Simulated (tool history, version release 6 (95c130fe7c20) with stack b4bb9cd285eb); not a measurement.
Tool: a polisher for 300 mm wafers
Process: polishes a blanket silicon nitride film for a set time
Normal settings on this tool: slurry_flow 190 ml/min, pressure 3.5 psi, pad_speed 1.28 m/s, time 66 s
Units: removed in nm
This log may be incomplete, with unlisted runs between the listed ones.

| run | hour | slurry_flow | pressure | pad_speed | time | wafers since the last listed run | wafers polished on this pad | hours since the slurry nozzle was cleaned | hours since the head pressure was calibrated | incoming thickness of the incoming film, nm | removed |
|---|---|---|---|---|---|---|---|---|---|---|---|
| 1 | 0 | 190 | 3.5 | 1.52 | 66 | 0 | 287 | 309.7 | 909.2 | 790.5 | 168.2 |
|  | 8.5 | slurry nozzle cleaned |
| 2 | 30.3 | 190 | 3.5 | 1.52 | 66 | 261 | 549 | 21.8 | 939.5 | 773.1 | 165.5 |
| 3 | 45.4 | 190 | 3.5 | 1.52 | 66 | 134 | 684 | 36.9 | 954.6 | 782.8 | 165.4 |
| 4 | 80 | 215 | 3.5 | 1.28 | 66 | 308 | 992 | 71.5 | 989.2 | 785.4 | 146.1 |
| 5 | 100.7 | 215 | 3.5 | 1.28 | 66 | 184 | 1177 | 92.2 | 1009.9 | 797.7 | 148.3 |
|  | 104.7 | worn pad replaced by a new one |
| 6 | 134.6 | 190 | 2.9 | 1.28 | 66 | 266 | 266 | 126.1 | 1043.8 | 777 | 124.7 |
| 7 | 147.4 | 190 | 2.9 | 1.28 | 66 | 114 | 380 | 138.9 | 1056.6 | 797.7 | 122 |
| 8 | 178.4 | 190 | 2.9 | 1.48 | 66 | 276 | 657 | 169.9 | 1087.6 | 798.1 | 137.2 |
|  | 259.8 | worn pad replaced by a new one |
| 9 | 282 | 190 | 3.5 | 1.28 | 66 | 888 | 198 | 273.5 | 1191.2 | 792.9 | 145 |
|  | 299.6 | slurry nozzle cleaned |
| 10 | 315.3 | 190 | 3.5 | 1.28 | 66 | 288 | 486 | 15.7 | 1224.5 | 791.2 | 141.4 |
|  | 325.1 | head pressure recalibrated |
| 11 | 348.3 | 190 | 4.3 | 1.08 | 66 | 276 | 762 | 48.7 | 23.2 | 791.8 | 174 |
| 12 | 383.6 | 140 | 3.5 | 1.16 | 66 | 314 | 1077 | 84 | 58.5 | 798.6 | 139.9 |
|  | 403.6 | worn pad replaced by a new one |
| 13 | 454.2 | 190 | 3.5 | 1.28 | 66 | 594 | 451 | 154.6 | 129.1 | 797.4 | 156.2 |
| 14 | 466.4 | 225 | 3.5 | 1.52 | 66 | 108 | 560 | 166.8 | 141.3 | 776.6 | 189.6 |
| 15 | 496.9 | 190 | 3.5 | 1 | 88 | 272 | 832 | 197.3 | 171.8 | 779.7 | 168.7 |
|  | 522.3 | worn pad replaced by a new one |
| 16 | 573.5 | 240 | 4.3 | 1.28 | 46 | 647 | 456 | 273.9 | 248.4 | 782.4 | 135.3 |
| 17 | 588.5 | 190 | 3.5 | 1.56 | 66 | 133 | 590 | 288.9 | 263.4 | 788.3 | 180.6 |
| 18 | 618.2 | 190 | 3.5 | 1.28 | 66 | 264 | 855 | 318.6 | 293.1 | 789.4 | 156.7 |
|  | 639.1 | worn pad replaced by a new one |
| 19 | 652.2 | 190 | 3.5 | 1.28 | 66 | 267 | 117 | 352.6 | 327.1 | 799.5 | 158.2 |
|  | 674.9 | slurry nozzle cleaned |
| 20 | 675.2 | 130 | 4.7 | 1.28 | 66 | 196 | 313 | 0.3 | 350.1 | 797.2 | 194.2 |

Take each entry between the runs: how does the hidden state at the last listed run before it differ from the hidden state at the first listed run after it?
Logged between run 1 and run 2: slurry nozzle cleaned (hour 8.5)
  deviation of the head's pressure from its setpoint, %: -7.56 -> -7.81
  measured less the result without the state, removed: -12.1 -> -12.4 nm
Logged between run 5 and run 6: worn pad replaced by a new one (hour 104.7)
  deviation of the head's pressure from its setpoint, %: -8.39 -> -8.67
  measured less the result without the state, removed: -12.1 -> -10.4 nm
Logged between run 8 and run 9: worn pad replaced by a new one (hour 259.8)
  deviation of the head's pressure from its setpoint, %: -9.03 -> -9.89
  measured less the result without the state, removed: -12 -> -14 nm
Logged between run 9 and run 10: slurry nozzle cleaned (hour 299.6)
  deviation of the head's pressure from its setpoint, %: -9.89 -> -10.2
  measured less the result without the state, removed: -14 -> -14.1 nm
Logged between run 10 and run 11: head pressure recalibrated (hour 325.1)
  deviation of the head's pressure from its setpoint, %: -10.2 -> 0.95
  measured less the result without the state, removed: -14.1 -> +1.4 nm
Logged between run 12 and run 13: worn pad replaced by a new one (hour 403.6)
  deviation of the head's pressure from its setpoint, %: 0.658 -> 0.0746
  measured less the result without the state, removed: +0.8 -> +0.1 nm
Logged between run 15 and run 16: worn pad replaced by a new one (hour 522.3)
  deviation of the head's pressure from its setpoint, %: -0.278 -> -0.911
  measured less the result without the state, removed: -0.4 -> -1.1 nm
Logged between run 18 and run 19: worn pad replaced by a new one (hour 639.1)
  deviation of the head's pressure from its setpoint, %: -1.28 -> -1.56
  measured less the result without the state, removed: -1.9 -> -2.2 nm
Logged between run 19 and run 20: slurry nozzle cleaned (hour 674.9)
  deviation of the head's pressure from its setpoint, %: -1.56 -> -1.75
  measured less the result without the state, removed: -2.2 -> -3 nm
